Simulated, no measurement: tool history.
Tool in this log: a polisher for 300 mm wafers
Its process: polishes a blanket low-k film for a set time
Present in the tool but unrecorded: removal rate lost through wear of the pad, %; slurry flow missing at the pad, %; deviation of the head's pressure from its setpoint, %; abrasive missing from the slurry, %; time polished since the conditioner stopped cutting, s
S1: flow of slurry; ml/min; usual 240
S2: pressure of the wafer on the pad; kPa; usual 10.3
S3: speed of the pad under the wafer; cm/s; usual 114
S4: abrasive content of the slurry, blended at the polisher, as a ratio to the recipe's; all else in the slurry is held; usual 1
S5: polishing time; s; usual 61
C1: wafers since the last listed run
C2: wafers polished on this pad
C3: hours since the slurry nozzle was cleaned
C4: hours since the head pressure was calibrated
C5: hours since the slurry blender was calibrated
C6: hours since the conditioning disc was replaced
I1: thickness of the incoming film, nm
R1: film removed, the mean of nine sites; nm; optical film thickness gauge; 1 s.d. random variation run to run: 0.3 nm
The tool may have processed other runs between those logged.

{"run": 1, "hour": 0.0, "S1": 240, "S2": 10.3, "S3": 114, "S4": 1, "S5": 61, "C1": 0, "C2": 6733, "C3": 221.1, "C4": 327.5, "C5": 557.3, "C6": 535, "I1": 774.3, "R1": 20.1}
{"hour": 22.9, "done": "worn pad replaced by a new one"}
{"run": 2, "hour": 86.2, "S1": 240, "S2": 10.3, "S3": 114, "S4": 1, "S5": 61, "C1": 840, "C2": 647, "C3": 307.3, "C4": 413.7, "C5": 643.5, "C6": 621.2, "I1": 776, "R1": 19.5}
{"hour": 101.7, "done": "slurry blender recalibrated"}
{"run": 3, "hour": 184.3, "S1": 240, "S2": 10.3, "S3": 114, "S4": 1.15, "S5": 61, "C1": 982, "C2": 1629, "C3": 405.4, "C4": 511.8, "C5": 82.6, "C6": 719.3, "I1": 784.2, "R1": 20.3}
{"hour": 195.0, "done": "conditioning disc replaced and pad reconditioned"}
{"run": 4, "hour": 284.3, "S1": 240, "S2": 11.7, "S3": 114, "S4": 1, "S5": 40, "C1": 1002, "C2": 2631, "C3": 505.4, "C4": 611.8, "C5": 182.6, "C6": 89.3, "I1": 766.1, "R1": 14.1}
{"run": 5, "hour": 388.3, "S1": 305, "S2": 10.3, "S3": 86, "S4": 1, "S5": 61, "C1": 1063, "C2": 3695, "C3": 609.4, "C4": 715.8, "C5": 286.6, "C6": 193.3, "I1": 769.1, "R1": 17.7}
{"hour": 395.5, "done": "slurry nozzle cleaned"}
{"run": 6, "hour": 449.1, "S1": 240, "S2": 10.3, "S3": 114, "S4": 1, "S5": 76, "C1": 611, "C2": 4306, "C3": 53.6, "C4": 776.6, "C5": 347.4, "C6": 254.1, "I1": 789, "R1": 24.4}
{"run": 7, "hour": 552.1, "S1": 240, "S2": 10.3, "S3": 124, "S4": 1, "S5": 61, "C1": 1053, "C2": 5359, "C3": 156.6, "C4": 879.6, "C5": 450.4, "C6": 357.1, "I1": 774.7, "R1": 20.8}
{"run": 8, "hour": 619.3, "S1": 240, "S2": 12.4, "S3": 114, "S4": 0.85, "S5": 47, "C1": 687, "C2": 6047, "C3": 223.8, "C4": 946.8, "C5": 517.6, "C6": 424.3, "I1": 780.4, "R1": 16.8}
{"hour": 672.0, "done": "worn pad replaced by a new one"}
{"run": 9, "hour": 732.4, "S1": 200, "S2": 10.3, "S3": 104, "S4": 1, "S5": 61, "C1": 1115, "C2": 617, "C3": 336.9, "C4": 1059.9, "C5": 630.7, "C6": 537.4, "I1": 779.9, "R1": 17.9}
{"hour": 784.8, "done": "head pressure recalibrated"}
{"run": 10, "hour": 816.5, "S1": 275, "S2": 10.3, "S3": 114, "S4": 1, "S5": 69, "C1": 839, "C2": 1456, "C3": 421, "C4": 31.7, "C5": 714.8, "C6": 621.5, "I1": 782, "R1": 22.4}
{"hour": 866.8, "done": "slurry blender recalibrated"}
{"run": 11, "hour": 900.0, "S1": 240, "S2": 10.3, "S3": 114, "S4": 1, "S5": 61, "C1": 833, "C2": 2290, "C3": 504.5, "C4": 115.2, "C5": 33.2, "C6": 705, "I1": 790.5, "R1": 17.8}
{"hour": 903.1, "done": "conditioning disc replaced and pad reconditioned"}
{"run": 12, "hour": 988.1, "S1": 265, "S2": 13.1, "S3": 114, "S4": 1, "S5": 73, "C1": 880, "C2": 3170, "C3": 592.6, "C4": 203.3, "C5": 121.3, "C6": 85, "I1": 780.7, "R1": 27.2}
{"hour": 1067.6, "done": "slurry nozzle cleaned"}
{"run": 13, "hour": 1068.4, "S1": 240, "S2": 10.3, "S3": 114, "S4": 1.1, "S5": 61, "C1": 810, "C2": 3981, "C3": 0.8, "C4": 283.6, "C5": 201.6, "C6": 165.3, "I1": 771.6, "R1": 21.8}
{"run": 14, "hour": 1151.6, "S1": 240, "S2": 10.3, "S3": 114, "S4": 0.75, "S5": 61, "C1": 850, "C2": 4831, "C3": 84, "C4": 366.8, "C5": 284.8, "C6": 248.5, "I1": 778.5, "R1": 17.3}
{"run": 15, "hour": 1244.7, "S1": 215, "S2": 10.3, "S3": 114, "S4": 0.85, "S5": 61, "C1": 951, "C2": 5783, "C3": 177.1, "C4": 459.9, "C5": 377.9, "C6": 341.6, "I1": 776.4, "R1": 18.6}
{"hour": 1298.4, "done": "worn pad replaced by a new one"}
{"run": 16, "hour": 1391.1, "S1": 240, "S2": 11.7, "S3": 76, "S4": 0.75, "S5": 41, "C1": 1456, "C2": 948, "C3": 323.5, "C4": 606.3, "C5": 524.3, "C6": 488, "I1": 788.4, "R1": 11}
{"hour": 1457.8, "done": "slurry blender recalibrated"}
{"run": 17, "hour": 1493.8, "S1": 240, "S2": 10.3, "S3": 114, "S4": 1, "S5": 45, "C1": 1029, "C2": 1977, "C3": 426.2, "C4": 709, "C5": 36, "C6": 590.7, "I1": 770, "R1": 13.9}
{"run": 18, "hour": 1551.0, "S1": 240, "S2": 10.3, "S3": 114, "S4": 0.85, "S5": 61, "C1": 584, "C2": 2562, "C3": 483.4, "C4": 766.2, "C5": 93.2, "C6": 647.9, "I1": 773.5, "R1": 17.4}
{"hour": 1619.1, "done": "conditioning disc replaced and pad reconditioned"}
{"run": 19, "hour": 1630.5, "S1": 240, "S2": 10.3, "S3": 114, "S4": 1, "S5": 61, "C1": 792, "C2": 3355, "C3": 562.9, "C4": 845.7, "C5": 172.7, "C6": 11.4, "I1": 781.9, "R1": 19}
{"run": 20, "hour": 1707.1, "S1": 215, "S2": 10.3, "S3": 114, "S4": 0.85, "S5": 61, "C1": 783, "C2": 4138, "C3": 639.5, "C4": 922.3, "C5": 249.3, "C6": 88, "I1": 783, "R1": 16.9}
{"run": 21, "hour": 1751.6, "S1": 240, "S2": 11.7, "S3": 84, "S4": 0.85, "S5": 48, "C1": 455, "C2": 4593, "C3": 684, "C4": 966.8, "C5": 293.8, "C6": 132.5, "I1": 775.7, "R1": 13.4}
{"hour": 1772.1, "done": "slurry nozzle cleaned"}
{"run": 22, "hour": 1815.9, "S1": 240, "S2": 8.3, "S3": 114, "S4": 1, "S5": 61, "C1": 647, "C2": 5240, "C3": 43.8, "C4": 1031.1, "C5": 358.1, "C6": 196.8, "I1": 774.2, "R1": 16.4}
{"hour": 1890.5, "done": "head pressure recalibrated"}
{"run": 23, "hour": 1898.0, "S1": 240, "S2": 10.3, "S3": 114, "S4": 1, "S5": 61, "C1": 819, "C2": 6059, "C3": 125.9, "C4": 7.5, "C5": 440.2, "C6": 278.9, "I1": 783.6, "R1": 20.5}
{"run": 24, "hour": 1947.6, "S1": 240, "S2": 10.3, "S3": 114, "S4": 1, "S5": 61, "C1": 507, "C2": 6566, "C3": 175.5, "C4": 57.1, "C5": 489.8, "C6": 328.5, "I1": 773, "R1": 20.3}
{"run": 25, "hour": 1984.3, "S1": 240, "S2": 10.3, "S3": 94, "S4": 0.8, "S5": 41, "C1": 375, "C2": 6942, "C3": 212.2, "C4": 93.8, "C5": 526.5, "C6": 365.2, "I1": 770.3, "R1": 11}

A few steps of R1 between consecutive runs. Split each: what settings, incoming material and random variation would produce without the hidden state, and what is left over for the hidden state, along with gauge scatter present in only one of the two compared results (measured, and without hidden state):
Run 11 -> 12: S1 240 -> 265, S2 10.3 -> 13.1, S5 61 -> 73, conditioning disc replaced and pad reconditioned. R1 +9.4 nm: hidden state -1.2, all else +10.6.
Run 12 -> 13: S1 265 -> 240, S2 13.1 -> 10.3, S4 1 -> 1.1, S5 73 -> 61, slurry nozzle cleaned. R1 -5.4 nm: hidden state +2.8, all else -8.2.
Run 24 -> 25: S3 114 -> 94, S4 1 -> 0.8, S5 61 -> 41. R1 -9.3 nm: hidden state +0.1, all else -9.4.
